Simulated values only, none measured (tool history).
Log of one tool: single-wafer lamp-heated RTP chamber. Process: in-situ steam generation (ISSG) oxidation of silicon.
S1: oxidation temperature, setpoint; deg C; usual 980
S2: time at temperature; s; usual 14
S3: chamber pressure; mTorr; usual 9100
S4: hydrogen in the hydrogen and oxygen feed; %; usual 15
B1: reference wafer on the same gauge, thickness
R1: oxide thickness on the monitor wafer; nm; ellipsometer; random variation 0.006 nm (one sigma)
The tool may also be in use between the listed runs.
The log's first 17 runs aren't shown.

run,hour,S1,S2,S3,S4,B1,R1
18,796.8,970,18,9100,22,4.058,4.711
# hour 822.2: pressure gauge zeroed
19,842.3,980,19,8000,15,4.06,4.618
20,868.3,965,14,9100,12,4.061,3.675
21,893.4,980,13,9100,15,4.058,3.914
22,942.1,980,19,9100,11,4.061,4.345
23,1013.3,964,10,9100,11,4.058,3.168
# hour 1037.5: pyrometer window cleaned and pyrometer calibrated
24,1064.4,980,14,10200,23,4.059,4.331
# hour 1066.8: gauge calibrated
# hour 1116.3: hydrogen flow controller replaced
25,1127.5,980,10,9100,21,4.06,3.767
26,1178.9,980,19,9900,15,4.059,4.545
27,1238.2,989,17,9100,22,4.062,4.916
28,1270.4,996,18,8200,11,4.06,4.485
29,1307.9,972,14,8400,15,4.06,3.968
# hour 1342.8: pyrometer window cleaned and pyrometer calibrated
30,1374.7,980,11,9100,15,4.059,3.628
31,1413.8,980,14,9100,15,4.059,4.027
32,1454.8,980,14,9100,15,4.06,4.024

3 ways to go on from here, each from the tool as it stands after run 32. What would each give?
A,1455.2,980,14,9100,11,?,?
B,1455.2,980,19,9100,24,?,?
C,1455.2,980,10,9100,15,?,?

run,B1,R1
A,4.059,3.766
B,4.059,5.108
C,4.059,3.502
Without the tool's hidden state the same runs would have given:
run,R1
A,3.75
B,5.084
C,3.489
